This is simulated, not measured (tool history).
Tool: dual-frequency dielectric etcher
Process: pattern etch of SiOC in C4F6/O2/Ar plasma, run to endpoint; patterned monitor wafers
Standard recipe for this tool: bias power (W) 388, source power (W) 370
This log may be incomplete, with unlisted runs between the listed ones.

run,day,bias power (W),source power (W),"incoming incoming film thickness, nm",endpoint time (s)
1,0,388,420,43.31,14.3
2,3.829,388,390,43.62,14.6
# day 5.542: wet clean of the chamber
3,6.958,441,440,43.58,14.1
4,9.183,441,440,43.54,14
5,11.329,441,440,43.84,14
6,13.983,388,370,43.51,15.1
7,16.9,388,370,43.4,14.9
8,20.421,388,370,43.48,14.9
9,22.488,460,370,43.75,14.4
# day 25.275: wet clean of the chamber
# day 25.483: source power generator calibrated
10,25.504,460,370,43.34,14.9
11,28.629,460,370,44.04,14.8
12,30.721,388,370,43.26,15.2
# day 33.504: upper electrode replaced, of another model than before
13,34.608,388,370,43.32,14.9
14,38.65,415,370,43.27,14.6
15,41.167,388,370,43.14,14.7
16,43.033,303,370,43.84,15.2
# day 45.746: wet clean of the chamber
17,45.767,350,370,43.53,15.5
# day 48.6: bias power generator calibrated
18,49.083,388,370,43.41,15.2
19,54.571,388,450,43.63,13.5
20,56.667,428,340,43.45,15.4
21,64.242,460,400,43.22,13.6
# day 67.712: wet clean of the chamber
22,67.733,417,420,43.77,14.1

Alternative continuations, all from the tool just after run 22; predict every row:
A,67.75,388,370,43.22,?
B,67.75,463,400,43.22,?
C,67.75,419,280,43.22,?

run,endpoint time (s)
A,15.2
B,14.2
C,17.8
Take away the tool's hidden state, keep each run's random variation, and the runs would have read:
run,endpoint time (s)
A,15.3
B,14.3
C,17.9

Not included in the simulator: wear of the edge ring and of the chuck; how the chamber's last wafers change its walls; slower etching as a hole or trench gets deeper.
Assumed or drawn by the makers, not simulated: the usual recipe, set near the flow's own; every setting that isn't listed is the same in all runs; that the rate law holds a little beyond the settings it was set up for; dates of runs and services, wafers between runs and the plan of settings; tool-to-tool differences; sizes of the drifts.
